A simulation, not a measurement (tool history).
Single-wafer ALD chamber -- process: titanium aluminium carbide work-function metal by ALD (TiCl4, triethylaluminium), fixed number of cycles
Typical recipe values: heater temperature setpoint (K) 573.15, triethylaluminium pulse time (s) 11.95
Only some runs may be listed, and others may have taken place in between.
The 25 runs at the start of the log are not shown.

run	hour	heater temperature setpoint (K)	triethylaluminium pulse time (s)	wafers since the last listed run	hours since the last thermocouple change	hours since the last triethylaluminium bottle change	hours since the showerhead was replaced	hours since the gauge calibration	read-back reference wafer on the same gauge, thickness_nm	mean film thickness on the monitor wafer (angstrom)
26	1490.2	573.15	11.95	2357	1078.4	1059.9	831.9	287.1	2.393	19.92
27	1525.5	573.15	11.95	398	1113.7	1095.2	867.2	322.4	2.407	20.20
28	1559.1	559.15	7.28	379	1147.3	1128.8	900.8	356.0	2.405	16.91
# hour 1621.8: thermocouple changed; heater temperature recalibrated
29	1622.3	573.15	11.95	622	0.5	1192.0	964.0	419.2	2.409	20.21
30	1681.2	573.15	11.95	664	59.4	1250.9	1022.9	478.1	2.419	20.19
31	1708.7	563.15	15.61	310	86.9	1278.4	1050.4	505.6	2.418	19.70
32	1740.1	561.15	10.36	354	118.3	1309.8	1081.8	537.0	2.425	18.72
33	1794.9	558.15	15.61	618	173.1	1364.6	1136.6	591.8	2.429	19.22

Forecast each of these 4 alternatives for the next run:
A	1795.3	573.15	10.05	4	173.5	1365.0	1137.0	592.2	?	?
B	1795.3	581.15	16.32	4	173.5	1365.0	1137.0	592.2	?	?
C	1795.3	568.15	16.12	4	173.5	1365.0	1137.0	592.2	?	?
D	1795.3	559.15	8.08	4	173.5	1365.0	1137.0	592.2	?	?

run	read-back reference wafer on the same gauge, thickness_nm	mean film thickness on the monitor wafer (angstrom)
A	2.440	19.76
B	2.440	21.19
C	2.440	19.96
D	2.440	17.65
Without the tool's hidden state the same runs would have given:
run	mean film thickness on the monitor wafer (angstrom)
A	19.36
B	20.76
C	19.56
D	17.30
